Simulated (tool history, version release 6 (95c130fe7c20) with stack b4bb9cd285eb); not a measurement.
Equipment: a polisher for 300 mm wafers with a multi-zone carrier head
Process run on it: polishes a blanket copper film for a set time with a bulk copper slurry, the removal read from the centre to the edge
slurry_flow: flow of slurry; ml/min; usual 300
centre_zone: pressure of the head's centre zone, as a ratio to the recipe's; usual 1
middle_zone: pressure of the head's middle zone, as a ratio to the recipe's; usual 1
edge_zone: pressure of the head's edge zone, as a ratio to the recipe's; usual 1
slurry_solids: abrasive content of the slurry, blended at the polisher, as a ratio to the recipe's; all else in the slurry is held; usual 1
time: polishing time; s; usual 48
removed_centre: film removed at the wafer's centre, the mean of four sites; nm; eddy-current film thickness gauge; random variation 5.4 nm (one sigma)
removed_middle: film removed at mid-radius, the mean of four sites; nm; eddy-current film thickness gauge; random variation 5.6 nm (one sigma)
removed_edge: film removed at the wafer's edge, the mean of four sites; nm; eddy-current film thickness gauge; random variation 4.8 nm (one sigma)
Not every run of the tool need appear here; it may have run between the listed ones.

| run | day | slurry_flow | centre_zone | middle_zone | edge_zone | slurry_solids | time | incoming thickness of the incoming film, nm | removed_centre | removed_middle | removed_edge |
|---|---|---|---|---|---|---|---|---|---|---|---|
| 1 | 0 | 300 | 1 | 1 | 1 | 1 | 48 | 2534.5 | 403.8 | 392.8 | 411.4 |
|  | 0.158 | edge zone pressure recalibrated |
| 2 | 3.121 | 300 | 1 | 1 | 1 | 1 | 48 | 2539.6 | 390.1 | 376.1 | 397 |
| 3 | 4.733 | 300 | 1 | 1 | 1 | 1 | 48 | 2598.4 | 392.7 | 375 | 391.6 |
| 4 | 6.25 | 300 | 1 | 0.96 | 1 | 1 | 38 | 2556.2 | 304 | 285.2 | 308.5 |
|  | 7.596 | centre zone pressure recalibrated |
| 5 | 9.271 | 300 | 1.05 | 1 | 1 | 1 | 48 | 2578.3 | 405.5 | 373 | 391.7 |
| 6 | 11.446 | 300 | 1.05 | 1 | 1 | 1 | 48 | 2543.4 | 400 | 380 | 391.1 |
|  | 12.096 | worn pad replaced by a new one |
| 7 | 15.554 | 300 | 1 | 1 | 1 | 1 | 48 | 2510.9 | 400.2 | 393.3 | 405.4 |
| 8 | 17.558 | 300 | 1 | 1 | 1 | 1 | 48 | 2535.4 | 394.7 | 385.8 | 403.1 |
| 9 | 20.508 | 300 | 1 | 1 | 1 | 1 | 48 | 2575.8 | 383.1 | 375.1 | 389.6 |
| 10 | 24.929 | 300 | 1 | 0.92 | 1 | 1 | 48 | 2536.8 | 378.4 | 343.9 | 380.7 |
|  | 26.138 | worn pad replaced by a new one |
| 11 | 28.946 | 215 | 1 | 1.09 | 1 | 0.8 | 43 | 2522.3 | 325.6 | 347.4 | 333.7 |
| 12 | 31.342 | 300 | 1 | 1 | 1 | 1 | 48 | 2555.5 | 401.4 | 380.1 | 391.6 |
|  | 33.275 | slurry nozzle cleaned |
| 13 | 35.833 | 300 | 1 | 1 | 1 | 1.15 | 48 | 2543.9 | 399.8 | 383.6 | 396 |
|  | 42.454 | worn pad replaced by a new one |
|  | 43.292 | edge zone pressure recalibrated |
| 14 | 47.571 | 300 | 1 | 1.05 | 1 | 1 | 48 | 2535.1 | 395.5 | 396.5 | 402.4 |
|  | 49.746 | carrier head's membrane replaced by a new one |
| 15 | 52.062 | 300 | 1 | 1.1 | 0.92 | 1.2 | 48 | 2510.1 | 409.2 | 429.8 | 390.1 |
|  | 52.917 | centre zone pressure recalibrated |
| 16 | 55.525 | 300 | 1 | 0.96 | 1 | 1 | 48 | 2527.6 | 379.3 | 354.1 | 385.1 |
|  | 55.846 | worn pad replaced by a new one |
| 17 | 57.342 | 300 | 1 | 0.94 | 1 | 1 | 48 | 2600.5 | 421.7 | 390.2 | 418.1 |
| 18 | 65.033 | 300 | 1 | 1 | 1 | 1 | 48 | 2579.9 | 381.9 | 376.5 | 389.7 |
| 19 | 68.621 | 300 | 1 | 0.95 | 1.05 | 1 | 48 | 2536 | 389.2 | 342.7 | 390.1 |
|  | 70.771 | slurry nozzle cleaned |
|  | 70.804 | worn pad replaced by a new one |
| 20 | 72.404 | 365 | 1.03 | 1.1 | 1 | 0.7 | 48 | 2541.9 | 397.8 | 407.1 | 396.6 |

List, for all runs, the conditions of the tool that the log does not record:
slurry flow missing at the pad, %: 0, the same for each run
deviation of the centre zone's pressure from its setpoint, %: 0, the same for each run
deviation of the edge zone's pressure from its setpoint, %: 0, the same for each run
H1: removal rate lost through wear of the pad, %
| run | H1 |
|---|---|
| 1 | 6.51 |
| 2 | 9.53 |
| 3 | 10.5 |
| 4 | 11.1 |
| 5 | 11.9 |
| 6 | 12.3 |
| 7 | 7.38 |
| 8 | 9.47 |
| 9 | 11.3 |
| 10 | 12.7 |
| 11 | 6.79 |
| 12 | 9.55 |
| 13 | 12.2 |
| 14 | 8.91 |
| 15 | 11.6 |
| 16 | 12.4 |
| 17 | 4.56 |
| 18 | 11.9 |
| 19 | 12.9 |
| 20 | 3.68 |

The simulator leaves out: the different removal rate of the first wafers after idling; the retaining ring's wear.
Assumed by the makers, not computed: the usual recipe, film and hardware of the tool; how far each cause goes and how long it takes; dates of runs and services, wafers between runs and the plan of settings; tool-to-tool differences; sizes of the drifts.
